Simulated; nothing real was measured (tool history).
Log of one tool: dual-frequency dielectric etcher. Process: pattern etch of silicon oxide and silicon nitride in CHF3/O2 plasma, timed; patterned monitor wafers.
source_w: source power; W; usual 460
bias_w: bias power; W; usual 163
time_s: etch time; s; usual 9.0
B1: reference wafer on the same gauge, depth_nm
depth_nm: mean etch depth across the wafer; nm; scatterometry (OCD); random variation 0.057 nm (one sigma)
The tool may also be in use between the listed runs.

run 1 hour=0.0 | source_w=460 bias_w=163 time_s=9.0 | B1=11.42 | depth_nm=11.29
run 2 hour=94.7 | source_w=520 bias_w=163 time_s=9.0 | B1=11.41 | depth_nm=11.78
-- hour=340.8 wet clean of the chamber
run 3 hour=344.7 | source_w=520 bias_w=163 time_s=9.0 | B1=11.48 | depth_nm=11.79
run 4 hour=418.6 | source_w=460 bias_w=163 time_s=9.0 | B1=11.50 | depth_nm=11.37
run 5 hour=502.4 | source_w=460 bias_w=145 time_s=9.0 | B1=11.51 | depth_nm=10.89
run 6 hour=587.4 | source_w=460 bias_w=145 time_s=9.0 | B1=11.54 | depth_nm=10.96
run 7 hour=624.2 | source_w=460 bias_w=145 time_s=9.0 | B1=11.59 | depth_nm=11.00
run 8 hour=716.8 | source_w=460 bias_w=163 time_s=10.5 | B1=11.58 | depth_nm=13.40
run 9 hour=776.0 | source_w=460 bias_w=163 time_s=10.5 | B1=11.64 | depth_nm=13.45
-- hour=881.2 wet clean of the chamber
run 10 hour=881.7 | source_w=460 bias_w=163 time_s=10.5 | B1=11.67 | depth_nm=13.56
-- hour=937.3 upper electrode replaced
run 11 hour=937.8 | source_w=460 bias_w=163 time_s=9.0 | B1=11.70 | depth_nm=11.49
run 12 hour=984.0 | source_w=460 bias_w=163 time_s=9.0 | B1=11.74 | depth_nm=11.51
run 13 hour=1072.0 | source_w=460 bias_w=163 time_s=9.0 | B1=11.75 | depth_nm=11.65
-- hour=1103.1 bias power generator calibrated
run 14 hour=1156.9 | source_w=460 bias_w=163 time_s=9.0 | B1=11.81 | depth_nm=11.71
-- hour=1177.0 source power generator calibrated
run 15 hour=1217.6 | source_w=400 bias_w=163 time_s=9.0 | B1=11.81 | depth_nm=11.22
run 16 hour=1269.2 | source_w=410 bias_w=191 time_s=8.0 | B1=11.87 | depth_nm=10.54
-- hour=1331.1 gauge calibrated
run 17 hour=1331.6 | source_w=460 bias_w=163 time_s=9.0 | B1=11.40 | depth_nm=11.29
-- hour=1418.4 wet clean of the chamber
run 18 hour=1418.9 | source_w=460 bias_w=163 time_s=9.0 | B1=11.41 | depth_nm=11.29
run 19 hour=1593.0 | source_w=460 bias_w=183 time_s=7.0 | B1=11.41 | depth_nm=9.14
run 20 hour=1640.3 | source_w=350 bias_w=153 time_s=7.5 | B1=11.42 | depth_nm=8.39
run 21 hour=1686.5 | source_w=370 bias_w=129 time_s=9.0 | B1=11.42 | depth_nm=9.81
run 22 hour=1726.3 | source_w=510 bias_w=197 time_s=9.0 | B1=11.42 | depth_nm=12.42
run 23 hour=1764.3 | source_w=360 bias_w=182 time_s=7.0 | B1=11.42 | depth_nm=8.44
run 24 hour=1810.9 | source_w=460 bias_w=190 time_s=9.0 | B1=11.44 | depth_nm=11.90
-- hour=1901.7 wet clean of the chamber
run 25 hour=1968.6 | source_w=460 bias_w=163 time_s=8.0 | B1=11.46 | depth_nm=10.12
run 26 hour=2072.2 | source_w=350 bias_w=163 time_s=9.0 | B1=11.47 | depth_nm=10.44
run 27 hour=2165.6 | source_w=570 bias_w=182 time_s=9.0 | B1=11.53 | depth_nm=12.77
run 28 hour=2225.1 | source_w=530 bias_w=163 time_s=9.0 | B1=11.54 | depth_nm=12.01

5 ways to go on from here, each from the tool as it stands after run 28. What would each give?
run A hour=2225.5 | source_w=460 bias_w=163 time_s=9.0 | B1=? | depth_nm=?
run B hour=2225.5 | source_w=460 bias_w=163 time_s=7.0 | B1=? | depth_nm=?
run C hour=2225.5 | source_w=500 bias_w=163 time_s=9.0 | B1=? | depth_nm=?
run D hour=2225.5 | source_w=460 bias_w=163 time_s=11.5 | B1=? | depth_nm=?
run E hour=2225.5 | source_w=580 bias_w=163 time_s=11.0 | B1=? | depth_nm=?

run=A B1=11.56 depth_nm=11.37
run=B B1=11.56 depth_nm=8.84
run=C B1=11.56 depth_nm=11.70
run=D B1=11.56 depth_nm=14.52
run=E B1=11.56 depth_nm=15.08
Without the tool's hidden state the same runs would have given:
run=A depth_nm=11.23
run=B depth_nm=8.73
run=C depth_nm=11.56
run=D depth_nm=14.35
run=E depth_nm=14.89
